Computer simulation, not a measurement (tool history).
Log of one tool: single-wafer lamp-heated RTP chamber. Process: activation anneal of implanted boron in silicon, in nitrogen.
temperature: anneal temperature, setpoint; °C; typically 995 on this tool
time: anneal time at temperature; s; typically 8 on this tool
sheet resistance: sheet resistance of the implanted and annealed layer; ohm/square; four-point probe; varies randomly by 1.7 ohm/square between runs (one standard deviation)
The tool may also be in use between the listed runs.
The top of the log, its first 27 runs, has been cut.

run,hour,temperature,time,wafers since the last listed run,wafers since the last pyrometer calibration,wafers since the reflector plate was cleaned,hours since the gauge calibration,"read-back reference wafer on the same gauge, sheet resistance",sheet resistance
28,801.1,1019,7,447,3205,7277,294.9,470.83,480.08
29,822.2,970,10,452,3657,7729,316,471.05,493.1
30,856.6,995,5,737,4394,8466,350.4,471.07,484.33
31,884.3,995,8,593,4987,9059,378.1,471.11,480.96
32,907.5,968,8,497,5485,9556,401.3,470.66,496.6
# hour 942.8: reflector plate cleaned
33,943.3,986,11,595,6080,10,437.1,470.57,483.5
34,954.4,1006,5,237,6318,248,448.2,470.95,479.33
35,985.9,995,12,674,6993,923,479.7,471.57,481.58
# hour 996.2: pyrometer window cleaned and pyrometer calibrated
36,1018.2,995,8,520,472,1443,512,471.05,483.24

Each row is a separate what-if for the run after 36, all from the same tool condition, not one after another. Results?
A,1018.6,976,8,8,480,1452,512.4,?,?
B,1018.6,981,6,8,480,1452,512.4,?,?
C,1018.6,1022,9,8,480,1452,512.4,?,?
D,1018.6,1023,8,8,480,1452,512.4,?,?
E,1018.6,1023,4,8,480,1452,512.4,?,?

run,"read-back reference wafer on the same gauge, sheet resistance",sheet resistance
A,471.04,494.89
B,471.04,493.28
C,471.04,480.43
D,471.04,480.73
E,471.04,482.87
Without the tool's hidden state the same runs would have given:
run,sheet resistance
A,494.89
B,493.28
C,480.43
D,480.73
E,482.87
